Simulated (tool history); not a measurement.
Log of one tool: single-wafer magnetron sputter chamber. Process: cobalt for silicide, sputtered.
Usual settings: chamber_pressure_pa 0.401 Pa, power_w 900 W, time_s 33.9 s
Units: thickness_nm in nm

| run | hour | chamber_pressure_pa | power_w | time_s | read-back reference wafer on the same gauge, thickness_nm | thickness_nm |
|---|---|---|---|---|---|---|
| 1 | 0 | 0.401 | 900 | 33.9 | 15.31 | 14.521 |
| 2 | 27.1 | 0.401 | 900 | 33.9 | 15.314 | 14.519 |
| 3 | 40.7 | 0.401 | 900 | 35.7 | 15.296 | 15.264 |
| 4 | 75.7 | 0.401 | 900 | 35.7 | 15.302 | 15.16 |
| 5 | 95.8 | 0.401 | 900 | 38.6 | 15.29 | 16.413 |
| 6 | 124.1 | 0.401 | 900 | 38.6 | 15.297 | 16.4 |
| 7 | 154.3 | 0.401 | 900 | 33.9 | 15.299 | 14.31 |
| 8 | 184.2 | 0.401 | 900 | 33.9 | 15.288 | 14.232 |
| 9 | 197.4 | 0.401 | 900 | 33.9 | 15.302 | 14.279 |
| 10 | 222.8 | 0.401 | 900 | 33.9 | 15.289 | 14.177 |
|  | 243.1 | sputter target and shields replaced |
| 11 | 251.3 | 0.518 | 850 | 33.9 | 15.295 | 13.158 |
| 12 | 267.5 | 0.401 | 950 | 33.9 | 15.29 | 15.173 |
| 13 | 280.8 | 0.401 | 950 | 33.9 | 15.302 | 15.126 |
| 14 | 309 | 0.458 | 800 | 33.9 | 15.306 | 12.986 |
| 15 | 332.4 | 0.34 | 900 | 37 | 15.295 | 16.407 |
|  | 334.4 | gauge calibrated |
| 16 | 423.4 | 0.313 | 850 | 40.2 | 15.314 | 17.321 |
| 17 | 476.1 | 0.517 | 1000 | 33.9 | 15.294 | 14.727 |
| 18 | 504.3 | 0.401 | 900 | 33.9 | 15.293 | 14.403 |
|  | 519.5 | magnet pack replaced |
| 19 | 532.5 | 0.401 | 900 | 33.9 | 15.294 | 14.38 |
| 20 | 567.6 | 0.401 | 900 | 33.9 | 15.289 | 14.319 |
| 21 | 580.4 | 0.265 | 1050 | 40.2 | 15.295 | 20.425 |
| 22 | 612.7 | 0.401 | 900 | 33.9 | 15.303 | 14.251 |
| 23 | 628.3 | 0.343 | 900 | 37.4 | 15.292 | 16.24 |
|  | 660.5 | capacitance manometer re-zeroed and calibrated |
|  | 678.3 | sputter target and shields replaced |
| 24 | 711.6 | 0.401 | 900 | 33.9 | 15.293 | 14.585 |
| 25 | 745.8 | 0.526 | 750 | 29.8 | 15.291 | 10.628 |
| 26 | 825.6 | 0.401 | 900 | 36.6 | 15.303 | 15.727 |
| 27 | 859 | 0.401 | 900 | 33.9 | 15.305 | 14.567 |
| 28 | 887.4 | 0.518 | 900 | 33.9 | 15.299 | 13.641 |
|  | 899.4 | gauge calibrated |
| 29 | 915.6 | 0.401 | 700 | 29.5 | 15.301 | 10.598 |
| 30 | 929.7 | 0.401 | 900 | 28.2 | 15.303 | 11.945 |
| 31 | 963.5 | 0.401 | 1050 | 31.5 | 15.301 | 14.904 |
| 32 | 990.8 | 0.522 | 1000 | 37.6 | 15.302 | 16.185 |
| 33 | 1004.1 | 0.401 | 900 | 27.8 | 15.301 | 11.776 |
| 34 | 1017.9 | 0.321 | 750 | 27.4 | 15.306 | 10.637 |

The same runs without the tool's hidden state, with the same run-to-run variation:
The hidden state here: deposition rate above that of a new target (%); true argon pressure above the setpoint (%); gauge reads high (%).
| run | thickness_nm |
|---|---|
| 1 | 14.621 |
| 2 | 14.644 |
| 3 | 15.411 |
| 4 | 15.349 |
| 5 | 16.646 |
| 6 | 16.677 |
| 7 | 14.596 |
| 8 | 14.566 |
| 9 | 14.636 |
| 10 | 14.578 |
| 11 | 13.2 |
| 12 | 15.223 |
| 13 | 15.177 |
| 14 | 13.036 |
| 15 | 16.478 |
| 16 | 17.457 |
| 17 | 14.89 |
| 18 | 14.592 |
| 19 | 14.601 |
| 20 | 14.584 |
| 21 | 20.829 |
| 22 | 14.582 |
| 23 | 16.646 |
| 24 | 14.603 |
| 25 | 10.646 |
| 26 | 15.793 |
| 27 | 14.651 |
| 28 | 13.741 |
| 29 | 10.695 |
| 30 | 12.067 |
| 31 | 15.095 |
| 32 | 16.432 |
| 33 | 11.971 |
| 34 | 10.828 |
